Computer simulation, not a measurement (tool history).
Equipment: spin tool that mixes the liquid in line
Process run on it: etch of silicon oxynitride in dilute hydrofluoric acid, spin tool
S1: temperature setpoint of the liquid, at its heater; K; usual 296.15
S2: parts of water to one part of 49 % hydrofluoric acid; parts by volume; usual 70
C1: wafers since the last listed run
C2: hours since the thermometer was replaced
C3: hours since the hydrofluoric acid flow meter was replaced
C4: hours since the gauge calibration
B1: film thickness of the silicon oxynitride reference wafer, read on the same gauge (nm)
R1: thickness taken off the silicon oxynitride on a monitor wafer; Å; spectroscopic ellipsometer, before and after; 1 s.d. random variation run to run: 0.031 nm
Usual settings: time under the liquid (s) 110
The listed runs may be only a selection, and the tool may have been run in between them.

run 1 hour=0.0 | S1=296.15 S2=70 time_under_the_liquid_(s)=110 | C1=0 C2=1474.4 C3=421.4 C4=1175.3 | B1=59.991 | R1=51.00
run 2 hour=50.3 | S1=297.65 S2=70 time_under_the_liquid_(s)=110 | C1=457 C2=1524.7 C3=471.7 C4=1225.6 | B1=60.010 | R1=54.72
run 3 hour=81.9 | S1=297.65 S2=70 time_under_the_liquid_(s)=110 | C1=287 C2=1556.3 C3=503.3 C4=1257.2 | B1=60.014 | R1=54.96
run 4 hour=106.1 | S1=296.15 S2=70 time_under_the_liquid_(s)=110 | C1=220 C2=1580.5 C3=527.5 C4=1281.4 | B1=59.999 | R1=49.99
run 5 hour=144.2 | S1=296.15 S2=50 time_under_the_liquid_(s)=110 | C1=346 C2=1618.6 C3=565.6 C4=1319.5 | B1=59.991 | R1=71.20
-- hour=178.6 gauge calibrated
run 6 hour=193.0 | S1=296.15 S2=50 time_under_the_liquid_(s)=110 | C1=443 C2=1667.4 C3=614.4 C4=14.4 | B1=59.996 | R1=72.53
-- hour=214.3 hydrofluoric acid flow meter replaced
run 7 hour=242.4 | S1=296.15 S2=45 time_under_the_liquid_(s)=140 | C1=440 C2=1716.8 C3=28.1 C4=63.8 | B1=60.026 | R1=101.78
run 8 hour=286.4 | S1=296.15 S2=45 time_under_the_liquid_(s)=140 | C1=400 C2=1760.8 C3=72.1 C4=107.8 | B1=59.986 | R1=102.97
run 9 hour=346.1 | S1=296.15 S2=70 time_under_the_liquid_(s)=95 | C1=542 C2=1820.5 C3=131.8 C4=167.5 | B1=60.011 | R1=44.21
run 10 hour=387.4 | S1=296.15 S2=70 time_under_the_liquid_(s)=95 | C1=375 C2=1861.8 C3=173.1 C4=208.8 | B1=60.013 | R1=44.37
run 11 hour=412.6 | S1=296.15 S2=80 time_under_the_liquid_(s)=150 | C1=229 C2=1887.0 C3=198.3 C4=234.0 | B1=59.978 | R1=60.36
run 12 hour=437.9 | S1=292.15 S2=70 time_under_the_liquid_(s)=150 | C1=230 C2=1912.3 C3=223.6 C4=259.3 | B1=59.994 | R1=57.24
run 13 hour=462.5 | S1=296.15 S2=35 time_under_the_liquid_(s)=110 | C1=223 C2=1936.9 C3=248.2 C4=283.9 | B1=60.009 | R1=103.41
run 14 hour=488.6 | S1=300.65 S2=45 time_under_the_liquid_(s)=140 | C1=237 C2=1963.0 C3=274.3 C4=310.0 | B1=60.001 | R1=126.75
run 15 hour=554.0 | S1=296.15 S2=70 time_under_the_liquid_(s)=65 | C1=594 C2=2028.4 C3=339.7 C4=375.4 | B1=59.996 | R1=29.78
run 16 hour=617.5 | S1=294.65 S2=70 time_under_the_liquid_(s)=140 | C1=577 C2=2091.9 C3=403.2 C4=438.9 | B1=60.000 | R1=60.48
run 17 hour=654.0 | S1=296.15 S2=100 time_under_the_liquid_(s)=110 | C1=331 C2=2128.4 C3=439.7 C4=475.4 | B1=59.991 | R1=34.69
run 18 hour=700.3 | S1=296.15 S2=70 time_under_the_liquid_(s)=110 | C1=421 C2=2174.7 C3=486.0 C4=521.7 | B1=60.001 | R1=50.33
run 19 hour=730.2 | S1=296.15 S2=85 time_under_the_liquid_(s)=110 | C1=271 C2=2204.6 C3=515.9 C4=551.6 | B1=59.991 | R1=41.42
run 20 hour=795.2 | S1=301.15 S2=70 time_under_the_liquid_(s)=90 | C1=591 C2=2269.6 C3=580.9 C4=616.6 | B1=60.012 | R1=53.21
-- hour=841.9 hydrofluoric acid flow meter replaced
run 21 hour=860.5 | S1=299.15 S2=50 time_under_the_liquid_(s)=165 | C1=584 C2=2334.9 C3=18.6 C4=681.9 | B1=60.001 | R1=126.68
run 22 hour=912.6 | S1=296.15 S2=90 time_under_the_liquid_(s)=110 | C1=473 C2=2387.0 C3=70.7 C4=734.0 | B1=60.014 | R1=39.02
run 23 hour=951.2 | S1=296.15 S2=70 time_under_the_liquid_(s)=110 | C1=351 C2=2425.6 C3=109.3 C4=772.6 | B1=60.004 | R1=51.08
-- hour=961.1 thermometer replaced
run 24 hour=1007.1 | S1=298.15 S2=70 time_under_the_liquid_(s)=110 | C1=499 C2=46.0 C3=165.2 C4=828.5 | B1=59.991 | R1=54.72
run 25 hour=1048.7 | S1=296.15 S2=70 time_under_the_liquid_(s)=55 | C1=378 C2=87.6 C3=206.8 C4=870.1 | B1=59.996 | R1=24.78
run 26 hour=1095.6 | S1=296.15 S2=70 time_under_the_liquid_(s)=110 | C1=426 C2=134.5 C3=253.7 C4=917.0 | B1=60.008 | R1=49.18
run 27 hour=1148.8 | S1=296.15 S2=70 time_under_the_liquid_(s)=110 | C1=483 C2=187.7 C3=306.9 C4=970.2 | B1=60.005 | R1=49.92
run 28 hour=1210.6 | S1=291.15 S2=50 time_under_the_liquid_(s)=70 | C1=561 C2=249.5 C3=368.7 C4=1032.0 | B1=59.988 | R1=35.06
run 29 hour=1398.3 | S1=296.15 S2=70 time_under_the_liquid_(s)=110 | C1=1706 C2=437.2 C3=556.4 C4=1219.7 | B1=60.007 | R1=50.07
run 30 hour=1437.5 | S1=293.65 S2=70 time_under_the_liquid_(s)=110 | C1=356 C2=476.4 C3=595.6 C4=1258.9 | B1=59.990 | R1=43.70
run 31 hour=1502.1 | S1=296.15 S2=70 time_under_the_liquid_(s)=110 | C1=587 C2=541.0 C3=660.2 C4=1323.5 | B1=60.030 | R1=50.13
-- hour=1592.9 hydrofluoric acid flow meter replaced
-- hour=1595.7 gauge calibrated
run 32 hour=1597.6 | S1=296.15 S2=70 time_under_the_liquid_(s)=110 | C1=859 C2=636.5 C3=4.7 C4=1.9 | B1=60.004 | R1=49.88

What if the next run were any one of these 5? Each begins from the tool's condition after run 32:
run A hour=1598.0 | S1=296.15 S2=70 time_under_the_liquid_(s)=145 | C1=3 C2=636.9 C3=5.1 C4=2.3 | B1=? | R1=?
run B hour=1598.0 | S1=300.15 S2=45 time_under_the_liquid_(s)=110 | C1=3 C2=636.9 C3=5.1 C4=2.3 | B1=? | R1=?
run C hour=1598.0 | S1=296.15 S2=70 time_under_the_liquid_(s)=155 | C1=3 C2=636.9 C3=5.1 C4=2.3 | B1=? | R1=?
run D hour=1598.0 | S1=294.65 S2=70 time_under_the_liquid_(s)=110 | C1=3 C2=636.9 C3=5.1 C4=2.3 | B1=? | R1=?
run E hour=1598.0 | S1=293.15 S2=45 time_under_the_liquid_(s)=175 | C1=3 C2=636.9 C3=5.1 C4=2.3 | B1=? | R1=?

run=A B1=59.990 R1=65.41
run=B B1=59.990 R1=95.62
run=C B1=59.990 R1=69.92
run=D B1=59.990 R1=46.12
run=E B1=59.990 R1=107.90
Had the tool no hidden state, the same runs would have come out as:
run=A R1=64.87
run=B R1=94.85
run=C R1=69.35
run=D R1=45.74
run=E R1=106.97
